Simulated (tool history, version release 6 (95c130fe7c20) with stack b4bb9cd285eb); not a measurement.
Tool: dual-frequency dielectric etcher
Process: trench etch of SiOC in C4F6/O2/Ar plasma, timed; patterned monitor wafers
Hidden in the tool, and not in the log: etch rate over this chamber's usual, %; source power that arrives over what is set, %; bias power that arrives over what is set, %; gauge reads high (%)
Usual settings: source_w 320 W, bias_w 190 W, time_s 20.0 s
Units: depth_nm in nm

| run | hour | source_w | bias_w | time_s | wafers since the last listed run | hours since the last wet clean | hours since the last source power generator calibration | hours since the last bias power generator calibration | hours since the last upper electrode change | hours since the gauge calibration | read-back reference wafer on the same gauge, depth_nm | depth_nm |
|---|---|---|---|---|---|---|---|---|---|---|---|---|
| 1 | 0.0 | 320 | 190 | 20.0 | 0 | 410.7 | 1739.5 | 2257.7 | 4154.6 | 475.8 | 51.61 | 44.04 |
| 2 | 14.0 | 320 | 190 | 20.0 | 176 | 424.7 | 1753.5 | 2271.7 | 4168.6 | 489.8 | 51.58 | 44.11 |
| 3 | 46.8 | 320 | 219 | 20.0 | 412 | 457.5 | 1786.3 | 2304.5 | 4201.4 | 522.6 | 51.57 | 45.59 |
| 4 | 61.9 | 320 | 219 | 20.0 | 189 | 472.6 | 1801.4 | 2319.6 | 4216.5 | 537.7 | 51.58 | 45.32 |
| 5 | 82.3 | 290 | 190 | 23.5 | 256 | 493.0 | 1821.8 | 2340.0 | 4236.9 | 558.1 | 51.59 | 50.52 |
|  | 130.4 | wet clean of the chamber |
|  | 154.7 | upper electrode replaced |
| 6 | 155.2 | 290 | 190 | 23.5 | 313 | 24.8 | 1894.7 | 2412.9 | 0.5 | 631.0 | 51.60 | 49.89 |
| 7 | 155.5 | 290 | 190 | 23.5 | 3 | 25.1 | 1895.0 | 2413.2 | 0.8 | 631.3 | 51.57 | 49.72 |
| 8 | 173.0 | 320 | 190 | 20.0 | 220 | 42.6 | 1912.5 | 2430.7 | 18.3 | 648.8 | 51.57 | 43.38 |
| 9 | 190.1 | 320 | 190 | 20.0 | 215 | 59.7 | 1929.6 | 2447.8 | 35.4 | 665.9 | 51.63 | 43.47 |
| 10 | 244.4 | 320 | 190 | 20.0 | 683 | 114.0 | 1983.9 | 2502.1 | 89.7 | 720.2 | 51.62 | 43.41 |
| 11 | 256.7 | 320 | 162 | 20.0 | 154 | 126.3 | 1996.2 | 2514.4 | 102.0 | 732.5 | 51.61 | 42.02 |
|  | 267.9 | gauge calibrated |
| 12 | 285.6 | 320 | 175 | 20.0 | 363 | 155.2 | 2025.1 | 2543.3 | 130.9 | 17.7 | 51.58 | 42.66 |
| 13 | 305.6 | 270 | 190 | 20.0 | 251 | 175.2 | 2045.1 | 2563.3 | 150.9 | 37.7 | 51.60 | 42.19 |
| 14 | 355.8 | 320 | 147 | 23.5 | 631 | 225.4 | 2095.3 | 2613.5 | 201.1 | 87.9 | 51.58 | 48.35 |
| 15 | 371.2 | 320 | 190 | 20.0 | 193 | 240.8 | 2110.7 | 2628.9 | 216.5 | 103.3 | 51.62 | 43.71 |
|  | 389.1 | source power generator calibrated |
| 16 | 397.1 | 290 | 190 | 18.5 | 275 | 266.7 | 8.0 | 2654.8 | 242.4 | 129.2 | 51.60 | 39.44 |
| 17 | 409.4 | 340 | 190 | 20.0 | 154 | 279.0 | 20.3 | 2667.1 | 254.7 | 141.5 | 51.65 | 44.05 |
| 18 | 428.9 | 370 | 218 | 16.5 | 245 | 298.5 | 39.8 | 2686.6 | 274.2 | 161.0 | 51.63 | 38.61 |
| 19 | 445.9 | 240 | 190 | 20.0 | 213 | 315.5 | 56.8 | 2703.6 | 291.2 | 178.0 | 51.57 | 41.12 |
| 20 | 475.7 | 390 | 177 | 23.0 | 374 | 345.3 | 86.6 | 2733.4 | 321.0 | 207.8 | 51.63 | 51.69 |
| 21 | 509.9 | 320 | 190 | 20.0 | 430 | 379.5 | 120.8 | 2767.6 | 355.2 | 242.0 | 51.61 | 43.84 |
|  | 527.0 | bias power generator calibrated |
| 22 | 529.4 | 320 | 219 | 20.0 | 194 | 399.0 | 140.3 | 2.4 | 374.7 | 261.5 | 51.55 | 45.23 |
| 23 | 564.5 | 290 | 169 | 22.0 | 441 | 434.1 | 175.4 | 37.5 | 409.8 | 296.6 | 51.57 | 46.09 |
| 24 | 587.3 | 320 | 190 | 20.0 | 286 | 456.9 | 198.2 | 60.3 | 432.6 | 319.4 | 51.55 | 43.85 |
| 25 | 603.1 | 320 | 190 | 20.0 | 198 | 472.7 | 214.0 | 76.1 | 448.4 | 335.2 | 51.58 | 43.84 |
| 26 | 622.2 | 320 | 210 | 15.0 | 240 | 491.8 | 233.1 | 95.2 | 467.5 | 354.3 | 51.56 | 33.74 |
| 27 | 644.9 | 320 | 176 | 20.0 | 285 | 514.5 | 255.8 | 117.9 | 490.2 | 377.0 | 51.59 | 43.51 |
| 28 | 664.6 | 320 | 170 | 20.0 | 247 | 534.2 | 275.5 | 137.6 | 509.9 | 396.7 | 51.61 | 42.99 |
| 29 | 699.7 | 280 | 208 | 24.5 | 441 | 569.3 | 310.6 | 172.7 | 545.0 | 431.8 | 51.59 | 53.49 |
| 30 | 719.5 | 320 | 190 | 20.0 | 249 | 589.1 | 330.4 | 192.5 | 564.8 | 451.6 | 51.55 | 44.10 |

4 ways to go on from here, each from the tool as it stands after run 30. What would each give?
| A | 719.9 | 320 | 190 | 15.0 | 5 | 589.5 | 330.8 | 192.9 | 565.2 | 452.0 | ? | ? |
| B | 719.9 | 380 | 227 | 20.0 | 5 | 589.5 | 330.8 | 192.9 | 565.2 | 452.0 | ? | ? |
| C | 719.9 | 280 | 146 | 24.0 | 5 | 589.5 | 330.8 | 192.9 | 565.2 | 452.0 | ? | ? |
| D | 719.9 | 320 | 190 | 24.5 | 5 | 589.5 | 330.8 | 192.9 | 565.2 | 452.0 | ? | ? |

| run | read-back reference wafer on the same gauge, depth_nm | depth_nm |
|---|---|---|
| A | 51.65 | 32.87 |
| B | 51.65 | 47.65 |
| C | 51.65 | 48.19 |
| D | 51.65 | 53.68 |
Without the tool's hidden state the same runs would have given:
| run | depth_nm |
|---|---|
| A | 32.37 |
| B | 46.93 |
| C | 47.47 |
| D | 52.88 |
